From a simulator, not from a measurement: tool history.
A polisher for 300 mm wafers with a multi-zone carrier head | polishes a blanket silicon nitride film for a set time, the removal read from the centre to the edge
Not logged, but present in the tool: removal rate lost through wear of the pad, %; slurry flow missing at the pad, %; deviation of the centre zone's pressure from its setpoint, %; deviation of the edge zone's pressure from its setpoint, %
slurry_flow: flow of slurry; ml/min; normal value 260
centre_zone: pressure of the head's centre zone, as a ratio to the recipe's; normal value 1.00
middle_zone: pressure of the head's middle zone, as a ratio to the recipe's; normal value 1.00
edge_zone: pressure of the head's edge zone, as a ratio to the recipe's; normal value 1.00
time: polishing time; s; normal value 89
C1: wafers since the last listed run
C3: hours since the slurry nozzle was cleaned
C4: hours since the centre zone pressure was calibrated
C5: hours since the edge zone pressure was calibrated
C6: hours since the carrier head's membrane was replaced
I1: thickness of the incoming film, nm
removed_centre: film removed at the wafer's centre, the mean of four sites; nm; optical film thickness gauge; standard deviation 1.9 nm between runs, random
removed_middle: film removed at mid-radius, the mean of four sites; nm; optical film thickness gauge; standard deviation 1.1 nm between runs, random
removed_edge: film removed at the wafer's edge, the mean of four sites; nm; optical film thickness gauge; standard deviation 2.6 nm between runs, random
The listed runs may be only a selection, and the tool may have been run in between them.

{"run": 1, "hour": 0.0, "slurry_flow": 260, "centre_zone": 1.0, "middle_zone": 1.0, "edge_zone": 1.0, "time": 89, "C1": 0, "wafers polished on this pad": 1354, "C3": 209.7, "C4": 833.1, "C5": 826.5, "C6": 976.7, "I1": 680.3, "removed_centre": 163.1, "removed_middle": 174.5, "removed_edge": 178.4}
{"hour": 3.9, "done": "worn pad replaced by a new one"}
{"run": 2, "hour": 22.6, "slurry_flow": 260, "centre_zone": 1.0, "middle_zone": 0.92, "edge_zone": 1.0, "time": 89, "C1": 168, "wafers polished on this pad": 168, "C3": 232.3, "C4": 855.7, "C5": 849.1, "C6": 999.3, "I1": 681.3, "removed_centre": 161.1, "removed_middle": 161.6, "removed_edge": 176.3}
{"run": 3, "hour": 57.3, "slurry_flow": 260, "centre_zone": 1.0, "middle_zone": 0.92, "edge_zone": 1.0, "time": 89, "C1": 311, "wafers polished on this pad": 479, "C3": 267.0, "C4": 890.4, "C5": 883.8, "C6": 1034.0, "I1": 674.8, "removed_centre": 161.4, "removed_middle": 163.4, "removed_edge": 177.2}
{"run": 4, "hour": 77.4, "slurry_flow": 260, "centre_zone": 1.0, "middle_zone": 0.92, "edge_zone": 1.0, "time": 89, "C1": 180, "wafers polished on this pad": 660, "C3": 287.1, "C4": 910.5, "C5": 903.9, "C6": 1054.1, "I1": 678.1, "removed_centre": 161.1, "removed_middle": 164.8, "removed_edge": 178.6}
{"run": 5, "hour": 91.7, "slurry_flow": 260, "centre_zone": 1.09, "middle_zone": 1.0, "edge_zone": 1.0, "time": 89, "C1": 128, "wafers polished on this pad": 788, "C3": 301.4, "C4": 924.8, "C5": 918.2, "C6": 1068.4, "I1": 694.6, "removed_centre": 173.7, "removed_middle": 175.8, "removed_edge": 179.6}
{"run": 6, "hour": 115.5, "slurry_flow": 260, "centre_zone": 1.09, "middle_zone": 1.0, "edge_zone": 1.0, "time": 89, "C1": 213, "wafers polished on this pad": 1002, "C3": 325.2, "C4": 948.6, "C5": 942.0, "C6": 1092.2, "I1": 682.3, "removed_centre": 176.3, "removed_middle": 176.5, "removed_edge": 179.5}
{"run": 7, "hour": 135.3, "slurry_flow": 260, "centre_zone": 1.0, "middle_zone": 1.0, "edge_zone": 1.0, "time": 89, "C1": 177, "wafers polished on this pad": 1180, "C3": 345.0, "C4": 968.4, "C5": 961.8, "C6": 1112.0, "I1": 686.0, "removed_centre": 160.8, "removed_middle": 175.0, "removed_edge": 179.7}
{"hour": 148.1, "done": "edge zone pressure recalibrated"}
{"hour": 160.7, "done": "worn pad replaced by a new one"}
{"hour": 175.3, "done": "carrier head's membrane replaced by a new one"}
{"run": 8, "hour": 175.8, "slurry_flow": 260, "centre_zone": 1.0, "middle_zone": 1.0, "edge_zone": 1.0, "time": 89, "C1": 264, "wafers polished on this pad": 90, "C3": 385.5, "C4": 1008.9, "C5": 27.7, "C6": 0.5, "I1": 679.0, "removed_centre": 157.4, "removed_middle": 175.2, "removed_edge": 176.8}
{"run": 9, "hour": 196.1, "slurry_flow": 260, "centre_zone": 1.0, "middle_zone": 1.0, "edge_zone": 1.0, "time": 89, "C1": 182, "wafers polished on this pad": 272, "C3": 405.8, "C4": 1029.2, "C5": 48.0, "C6": 20.8, "I1": 673.8, "removed_centre": 159.1, "removed_middle": 175.0, "removed_edge": 180.6}
{"run": 10, "hour": 219.4, "slurry_flow": 260, "centre_zone": 1.0, "middle_zone": 1.0, "edge_zone": 1.0, "time": 89, "C1": 209, "wafers polished on this pad": 482, "C3": 429.1, "C4": 1052.5, "C5": 71.3, "C6": 44.1, "I1": 667.4, "removed_centre": 158.6, "removed_middle": 175.7, "removed_edge": 174.2}
{"run": 11, "hour": 234.4, "slurry_flow": 260, "centre_zone": 1.0, "middle_zone": 0.92, "edge_zone": 1.0, "time": 89, "C1": 134, "wafers polished on this pad": 616, "C3": 444.1, "C4": 1067.5, "C5": 86.3, "C6": 59.1, "I1": 681.4, "removed_centre": 158.7, "removed_middle": 163.5, "removed_edge": 175.2}
{"run": 12, "hour": 246.6, "slurry_flow": 260, "centre_zone": 1.0, "middle_zone": 1.0, "edge_zone": 1.0, "time": 78, "C1": 109, "wafers polished on this pad": 726, "C3": 456.3, "C4": 1079.7, "C5": 98.5, "C6": 71.3, "I1": 689.1, "removed_centre": 139.7, "removed_middle": 153.7, "removed_edge": 156.8}
{"run": 13, "hour": 267.4, "slurry_flow": 260, "centre_zone": 1.0, "middle_zone": 1.0, "edge_zone": 1.06, "time": 74, "C1": 186, "wafers polished on this pad": 913, "C3": 477.1, "C4": 1100.5, "C5": 119.3, "C6": 92.1, "I1": 678.4, "removed_centre": 133.5, "removed_middle": 145.9, "removed_edge": 148.9}
{"hour": 282.3, "done": "slurry nozzle cleaned"}
{"run": 14, "hour": 297.2, "slurry_flow": 260, "centre_zone": 1.0, "middle_zone": 1.0, "edge_zone": 1.0, "time": 107, "C1": 258, "wafers polished on this pad": 1171, "C3": 14.9, "C4": 1130.3, "C5": 149.1, "C6": 121.9, "I1": 681.2, "removed_centre": 192.0, "removed_middle": 211.1, "removed_edge": 214.8}
{"hour": 314.7, "done": "worn pad replaced by a new one"}
{"run": 15, "hour": 321.9, "slurry_flow": 260, "centre_zone": 0.93, "middle_zone": 1.0, "edge_zone": 1.0, "time": 89, "C1": 185, "wafers polished on this pad": 64, "C3": 39.6, "C4": 1155.0, "C5": 173.8, "C6": 146.6, "I1": 683.0, "removed_centre": 145.6, "removed_middle": 176.9, "removed_edge": 178.2}
{"hour": 342.4, "done": "centre zone pressure recalibrated"}
{"run": 16, "hour": 347.1, "slurry_flow": 260, "centre_zone": 1.0, "middle_zone": 1.0, "edge_zone": 1.0, "time": 89, "C1": 208, "wafers polished on this pad": 272, "C3": 64.8, "C4": 4.7, "C5": 199.0, "C6": 171.8, "I1": 679.4, "removed_centre": 178.6, "removed_middle": 175.2, "removed_edge": 182.7}
{"run": 17, "hour": 378.6, "slurry_flow": 190, "centre_zone": 0.92, "middle_zone": 1.0, "edge_zone": 1.0, "time": 101, "C1": 282, "wafers polished on this pad": 555, "C3": 96.3, "C4": 36.2, "C5": 230.5, "C6": 203.3, "I1": 671.9, "removed_centre": 180.5, "removed_middle": 191.0, "removed_edge": 201.2}
{"run": 18, "hour": 408.7, "slurry_flow": 260, "centre_zone": 1.0, "middle_zone": 0.9, "edge_zone": 1.0, "time": 89, "C1": 270, "wafers polished on this pad": 825, "C3": 126.4, "C4": 66.3, "C5": 260.6, "C6": 233.4, "I1": 683.3, "removed_centre": 177.4, "removed_middle": 160.6, "removed_edge": 178.1}
{"run": 19, "hour": 428.3, "slurry_flow": 260, "centre_zone": 1.0, "middle_zone": 0.94, "edge_zone": 1.0, "time": 89, "C1": 176, "wafers polished on this pad": 1001, "C3": 146.0, "C4": 85.9, "C5": 280.2, "C6": 253.0, "I1": 673.0, "removed_centre": 177.1, "removed_middle": 166.9, "removed_edge": 178.9}
{"run": 20, "hour": 444.2, "slurry_flow": 260, "centre_zone": 1.0, "middle_zone": 1.0, "edge_zone": 1.0, "time": 89, "C1": 142, "wafers polished on this pad": 1144, "C3": 161.9, "C4": 101.8, "C5": 296.1, "C6": 268.9, "I1": 687.7, "removed_centre": 175.6, "removed_middle": 174.4, "removed_edge": 178.7}

The same runs without the tool's hidden state, with the same run-to-run variation:
run=1 removed_centre=180.5
run=2 removed_centre=178.5
run=3 removed_centre=179.1
run=4 removed_centre=178.9
run=5 removed_centre=192.8
run=6 removed_centre=195.9
run=7 removed_centre=179.0
run=8 removed_centre=175.4
run=9 removed_centre=177.5
run=10 removed_centre=177.0
run=11 removed_centre=177.2
run=12 removed_centre=156.1
run=13 removed_centre=149.2
run=14 removed_centre=214.7
run=15 removed_centre=163.2
run=16 removed_centre=177.8
run=17 removed_centre=181.1
run=18 removed_centre=179.4
run=19 removed_centre=179.9
run=20 removed_centre=179.1
removed_middle: within 0.1 nm of the measured result in every run.
For removed_edge, the value without the hidden state matches the measurement in each run.
